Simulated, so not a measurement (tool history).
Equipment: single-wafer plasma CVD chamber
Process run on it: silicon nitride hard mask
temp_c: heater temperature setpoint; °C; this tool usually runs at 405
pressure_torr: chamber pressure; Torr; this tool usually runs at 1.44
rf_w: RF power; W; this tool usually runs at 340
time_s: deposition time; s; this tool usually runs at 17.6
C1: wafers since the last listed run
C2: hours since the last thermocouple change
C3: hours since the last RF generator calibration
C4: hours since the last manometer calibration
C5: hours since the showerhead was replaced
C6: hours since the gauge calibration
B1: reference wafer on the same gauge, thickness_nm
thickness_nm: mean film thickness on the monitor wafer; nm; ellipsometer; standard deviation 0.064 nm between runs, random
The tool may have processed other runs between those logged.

Run 1, day 0.000: usual settings; C1 0; C2 2040.2; C3 543.2; C4 966.8; C5 2311.5; C6 184.6; B1 21.309. Result: thickness_nm 20.689 nm.
Run 2, day 1.362: usual settings; C1 664; C2 2072.9; C3 575.9; C4 999.5; C5 2344.2; C6 217.3; B1 21.317. Result: thickness_nm 20.570 nm.
Run 3, day 1.912: usual settings; C1 268; C2 2086.1; C3 589.1; C4 1012.7; C5 2357.4; C6 230.5; B1 21.266. Result: thickness_nm 20.629 nm.
Run 4, day 2.546: usual settings but rf_w 385 W; C1 308; C2 2101.3; C3 604.3; C4 1027.9; C5 2372.6; C6 245.7; B1 21.309. Result: thickness_nm 22.552 nm.
Run 5, day 3.921: usual settings but rf_w 385 W; C1 670; C2 2134.3; C3 637.3; C4 1060.9; C5 2405.6; C6 278.7; B1 21.279. Result: thickness_nm 22.506 nm.
Run 6, day 5.117: usual settings but rf_w 385 W; C1 583; C2 2163.0; C3 666.0; C4 1089.6; C5 2434.3; C6 307.4; B1 21.309. Result: thickness_nm 22.514 nm.
Run 7, day 6.175: usual settings but temp_c 399 °C; C1 516; C2 2188.4; C3 691.4; C4 1115.0; C5 2459.7; C6 332.8; B1 21.334. Result: thickness_nm 20.538 nm.
Run 8, day 7.617: usual settings but time_s 19.6 s; C1 703; C2 2223.0; C3 726.0; C4 1149.6; C5 2494.3; C6 367.4; B1 21.253. Result: thickness_nm 22.908 nm.
Run 9, day 8.667: usual settings but time_s 18.6 s; C1 512; C2 2248.2; C3 751.2; C4 1174.8; C5 2519.5; C6 392.6; B1 21.278. Result: thickness_nm 21.681 nm.
At day 9.500: showerhead replaced.
Run 10, day 9.521: usual settings but time_s 18.6 s; C1 254; C2 2268.7; C3 771.7; C4 1195.3; C5 0.5; C6 413.1; B1 21.305. Result: thickness_nm 21.614 nm.
Run 11, day 10.021: usual settings; C1 243; C2 2280.7; C3 783.7; C4 1207.3; C5 12.5; C6 425.1; B1 21.253. Result: thickness_nm 20.614 nm.
Run 12, day 10.825: usual settings; C1 392; C2 2300.0; C3 803.0; C4 1226.6; C5 31.8; C6 444.4; B1 21.292. Result: thickness_nm 20.507 nm.
Run 13, day 11.371: usual settings; C1 266; C2 2313.1; C3 816.1; C4 1239.7; C5 44.9; C6 457.5; B1 21.287. Result: thickness_nm 20.501 nm.
Run 14, day 12.821: usual settings but temp_c 418 °C, pressure_torr 1.14 Torr; C1 707; C2 2347.9; C3 850.9; C4 1274.5; C5 79.7; C6 492.3; B1 21.307. Result: thickness_nm 18.885 nm.
Run 15, day 15.092: usual settings but rf_w 275 W, time_s 19.2 s; C1 1107; C2 2402.4; C3 905.4; C4 1329.0; C5 134.2; C6 546.8; B1 21.293. Result: thickness_nm 18.772 nm.
Run 16, day 16.162: usual settings but pressure_torr 1.66 Torr, rf_w 380 W, time_s 20.7 s; C1 522; C2 2428.1; C3 931.1; C4 1354.7; C5 159.9; C6 572.5; B1 21.329. Result: thickness_nm 27.339 nm.
Run 17, day 17.588: usual settings; C1 695; C2 2462.3; C3 965.3; C4 1388.9; C5 194.1; C6 606.7; B1 21.320. Result: thickness_nm 20.486 nm.
At day 17.821: gauge calibrated.
Run 18, day 18.192: usual settings; C1 294; C2 2476.8; C3 979.8; C4 1403.4; C5 208.6; C6 8.9; B1 21.294. Result: thickness_nm 20.485 nm.
At day 20.221: capacitance manometer re-zeroed and calibrated.
Run 19, day 21.967: usual settings; C1 1678; C2 2567.4; C3 1070.4; C4 41.9; C5 299.2; C6 99.5; B1 21.279. Result: thickness_nm 20.493 nm.
At day 22.483: thermocouple changed; heater temperature recalibrated.
At day 24.800: RF generator calibrated.
Run 20, day 25.388: usual settings; C1 1343; C2 69.7; C3 14.1; C4 124.0; C5 381.3; C6 181.6; B1 21.280. Result: thickness_nm 21.234 nm.
Run 21, day 26.025: usual settings but temp_c 399 °C, rf_w 395 W, time_s 15.3 s; C1 310; C2 85.0; C3 29.4; C4 139.3; C5 396.6; C6 196.9; B1 21.294. Result: thickness_nm 20.530 nm.
Run 22, day 27.342: usual settings but pressure_torr 1.63 Torr; C1 642; C2 116.6; C3 61.0; C4 170.9; C5 428.2; C6 228.5; B1 21.260. Result: thickness_nm 21.974 nm.
Run 23, day 28.800: usual settings but pressure_torr 1.74 Torr; C1 711; C2 151.6; C3 96.0; C4 205.9; C5 463.2; C6 263.5; B1 21.283. Result: thickness_nm 22.243 nm.
Run 24, day 29.488: usual settings but temp_c 411 °C, pressure_torr 1.22 Torr, rf_w 285 W; C1 335; C2 168.1; C3 112.5; C4 222.4; C5 479.7; C6 280.0; B1 21.266. Result: thickness_nm 17.210 nm.
Run 25, day 30.238: usual settings but temp_c 414 °C; C1 365; C2 186.1; C3 130.5; C4 240.4; C5 497.7; C6 298.0; B1 21.330. Result: thickness_nm 20.904 nm.
Run 26, day 30.862: usual settings; C1 304; C2 201.1; C3 145.5; C4 255.4; C5 512.7; C6 313.0; B1 21.304. Result: thickness_nm 20.967 nm.
Run 27, day 31.379: usual settings; C1 252; C2 213.5; C3 157.9; C4 267.8; C5 525.1; C6 325.4; B1 21.307. Result: thickness_nm 20.936 nm.
Run 28, day 32.821: usual settings but time_s 18.7 s; C1 703; C2 248.1; C3 192.5; C4 302.4; C5 559.7; C6 360.0; B1 21.297. Result: thickness_nm 22.187 nm.

Alternative continuations, all from the tool just after run 28; predict every row:
Run A, day 32.838: usual settings but temp_c 412 °C; C1 8; C2 248.5; C3 192.9; C4 302.8; C5 560.1; C6 360.4; B1 ?. Result: thickness_nm ?.
Run B, day 32.838: usual settings but rf_w 315 W; C1 8; C2 248.5; C3 192.9; C4 302.8; C5 560.1; C6 360.4; B1 ?. Result: thickness_nm ?.
Run C, day 32.838: usual settings but pressure_torr 1.80 Torr, rf_w 375 W; C1 8; C2 248.5; C3 192.9; C4 302.8; C5 560.1; C6 360.4; B1 ?. Result: thickness_nm ?.
Run D, day 32.838: usual settings but rf_w 375 W, time_s 15.9 s; C1 8; C2 248.5; C3 192.9; C4 302.8; C5 560.1; C6 360.4; B1 ?. Result: thickness_nm ?.
Run E, day 32.838: usual settings but temp_c 411 °C, pressure_torr 1.67 Torr, rf_w 380 W, time_s 18.7 s; C1 8; C2 248.5; C3 192.9; C4 302.8; C5 560.1; C6 360.4; B1 ?. Result: thickness_nm ?.

run      B1  thickness_nm
  A  21.301        20.716
  B  21.301        19.586
  C  21.301        23.847
  D  21.301        20.188
  E  21.301        24.967
Without the tool's unlogged condition, the same runs would have read:
run  thickness_nm
  A        21.049
  B        19.916
  C        24.231
  D        20.513
  E        25.369
